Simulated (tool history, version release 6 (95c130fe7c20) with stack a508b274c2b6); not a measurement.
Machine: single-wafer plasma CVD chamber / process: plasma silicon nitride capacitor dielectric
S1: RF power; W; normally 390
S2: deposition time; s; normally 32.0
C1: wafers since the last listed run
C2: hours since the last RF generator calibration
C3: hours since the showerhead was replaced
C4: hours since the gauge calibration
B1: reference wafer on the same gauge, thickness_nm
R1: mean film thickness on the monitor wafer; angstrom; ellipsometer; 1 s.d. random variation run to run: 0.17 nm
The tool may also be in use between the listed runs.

Run 1, hour 0.0: usual settings but S1 435 W, S2 27.0 s; C1 0; C2 674.5; C3 3014.6; C4 996.1; B1 51.496. Result: R1 402.19 angstrom.
Run 2, hour 66.7: usual settings but S1 435 W, S2 27.0 s; C1 1166; C2 741.2; C3 3081.3; C4 1062.8; B1 51.526. Result: R1 400.13 angstrom.
Run 3, hour 135.4: usual settings; C1 1201; C2 809.9; C3 3150.0; C4 1131.5; B1 51.517. Result: R1 452.74 angstrom.
At hour 147.9: gauge calibrated.
Run 4, hour 203.0: usual settings; C1 1182; C2 877.5; C3 3217.6; C4 55.1; B1 51.458. Result: R1 453.63 angstrom.
Run 5, hour 263.6: usual settings but S2 36.7 s; C1 1060; C2 938.1; C3 3278.2; C4 115.7; B1 51.427. Result: R1 518.34 angstrom.
At hour 291.4: RF generator calibrated.
Run 6, hour 302.3: usual settings but S2 36.7 s; C1 537; C2 10.9; C3 3316.9; C4 154.4; B1 51.529. Result: R1 525.95 angstrom.
Run 7, hour 345.9: usual settings but S1 445 W, S2 29.0 s; C1 762; C2 54.5; C3 3360.5; C4 198.0; B1 51.497. Result: R1 442.55 angstrom.
Run 8, hour 412.5: usual settings but S1 445 W, S2 29.0 s; C1 1165; C2 121.1; C3 3427.1; C4 264.6; B1 51.497. Result: R1 443.01 angstrom.
Run 9, hour 466.4: usual settings; C1 942; C2 175.0; C3 3481.0; C4 318.5; B1 51.525. Result: R1 459.81 angstrom.
Run 10, hour 514.5: usual settings but S2 28.3 s; C1 841; C2 223.1; C3 3529.1; C4 366.6; B1 51.516. Result: R1 405.28 angstrom.
Run 11, hour 565.8: usual settings but S2 28.3 s; C1 897; C2 274.4; C3 3580.4; C4 417.9; B1 51.494. Result: R1 405.72 angstrom.
Run 12, hour 635.5: usual settings but S2 28.3 s; C1 1219; C2 344.1; C3 3650.1; C4 487.6; B1 51.504. Result: R1 406.75 angstrom.
Run 13, hour 696.0: usual settings; C1 1058; C2 404.6; C3 3710.6; C4 548.1; B1 51.570. Result: R1 458.44 angstrom.
Run 14, hour 762.3: usual settings but S1 370 W; C1 1159; C2 470.9; C3 3776.9; C4 614.4; B1 51.472. Result: R1 446.61 angstrom.
Run 15, hour 817.5: usual settings; C1 965; C2 526.1; C3 3832.1; C4 669.6; B1 51.507. Result: R1 455.69 angstrom.
Run 16, hour 846.1: usual settings; C1 500; C2 554.7; C3 3860.7; C4 698.2; B1 51.529. Result: R1 452.95 angstrom.
Run 17, hour 901.4: usual settings; C1 967; C2 610.0; C3 3916.0; C4 753.5; B1 51.503. Result: R1 452.57 angstrom.
Run 18, hour 933.8: usual settings but S1 335 W, S2 26.0 s; C1 566; C2 642.4; C3 3948.4; C4 785.9; B1 51.494. Result: R1 343.26 angstrom.
Run 19, hour 965.0: usual settings but S1 315 W, S2 37.3 s; C1 545; C2 673.6; C3 3979.6; C4 817.1; B1 51.479. Result: R1 479.72 angstrom.
At hour 1034.1: showerhead replaced, of another model than before.
Run 20, hour 1035.5: usual settings; C1 1093; C2 744.1; C3 1.4; C4 887.6; B1 51.539. Result: R1 448.88 angstrom.
Run 21, hour 1192.5: usual settings but S2 28.8 s; C1 2746; C2 901.1; C3 158.4; C4 1044.6; B1 51.538. Result: R1 402.05 angstrom.
Run 22, hour 1237.4: usual settings but S1 315 W; C1 785; C2 946.0; C3 203.3; C4 1089.5; B1 51.538. Result: R1 386.95 angstrom.
Run 23, hour 1308.2: usual settings but S2 28.5 s; C1 1238; C2 1016.8; C3 274.1; C4 1160.3; B1 51.520. Result: R1 396.96 angstrom.
Run 24, hour 1356.1: usual settings but S1 425 W; C1 837; C2 1064.7; C3 322.0; C4 1208.2; B1 51.492. Result: R1 467.97 angstrom.
At hour 1368.6: gauge calibrated.
At hour 1400.0: RF generator calibrated.
Run 25, hour 1401.9: usual settings but S1 440 W, S2 35.9 s; C1 661; C2 1.9; C3 367.8; C4 33.3; B1 51.489. Result: R1 548.05 angstrom.
Run 26, hour 1458.0: usual settings but S1 465 W, S2 37.0 s; C1 981; C2 58.0; C3 423.9; C4 89.4; B1 51.525. Result: R1 585.43 angstrom.
Run 27, hour 1493.0: usual settings but S1 320 W; C1 612; C2 93.0; C3 458.9; C4 124.4; B1 51.504. Result: R1 401.54 angstrom.
Run 28, hour 1541.2: usual settings but S1 420 W; C1 843; C2 141.2; C3 507.1; C4 172.6; B1 51.541. Result: R1 476.87 angstrom.
Run 29, hour 1599.9: usual settings but S1 335 W, S2 26.0 s; C1 1026; C2 199.9; C3 565.8; C4 231.3; B1 51.514. Result: R1 336.99 angstrom.
Run 30, hour 1637.7: usual settings but S1 430 W; C1 661; C2 237.7; C3 603.6; C4 269.1; B1 51.550. Result: R1 481.30 angstrom.
Run 31, hour 1704.2: usual settings; C1 1163; C2 304.2; C3 670.1; C4 335.6; B1 51.540. Result: R1 454.77 angstrom.
Run 32, hour 1758.6: usual settings but S1 330 W, S2 36.3 s; C1 951; C2 358.6; C3 724.5; C4 390.0; B1 51.465. Result: R1 461.39 angstrom.
Run 33, hour 1810.8: usual settings but S1 440 W, S2 36.5 s; C1 913; C2 410.8; C3 776.7; C4 442.2; B1 51.500. Result: R1 552.53 angstrom.
Run 34, hour 1835.8: usual settings; C1 437; C2 435.8; C3 801.7; C4 467.2; B1 51.499. Result: R1 453.39 angstrom.
Run 35, hour 1873.1: usual settings but S1 465 W, S2 28.6 s; C1 652; C2 473.1; C3 839.0; C4 504.5; B1 51.468. Result: R1 445.45 angstrom.

Branching from run 35: 4 alternative next runs. What would each branch give?
Run A, hour 1873.5: usual settings; C1 6; C2 473.5; C3 839.4; C4 504.9; B1 ?. Result: R1 ?.
Run B, hour 1873.5: usual settings but S1 335 W, S2 29.1 s; C1 6; C2 473.5; C3 839.4; C4 504.9; B1 ?. Result: R1 ?.
Run C, hour 1873.5: usual settings but S1 335 W, S2 29.0 s; C1 6; C2 473.5; C3 839.4; C4 504.9; B1 ?. Result: R1 ?.
Run D, hour 1873.5: usual settings but S1 415 W, S2 38.2 s; C1 6; C2 473.5; C3 839.4; C4 504.9; B1 ?. Result: R1 ?.

run      B1      R1
  A  51.497  451.91
  B  51.497  372.90
  C  51.497  371.62
  D  51.497  558.98
Had the tool no hidden state, the same runs would have come out as:
run      R1
  A  461.77
  B  381.04
  C  379.73
  D  571.18
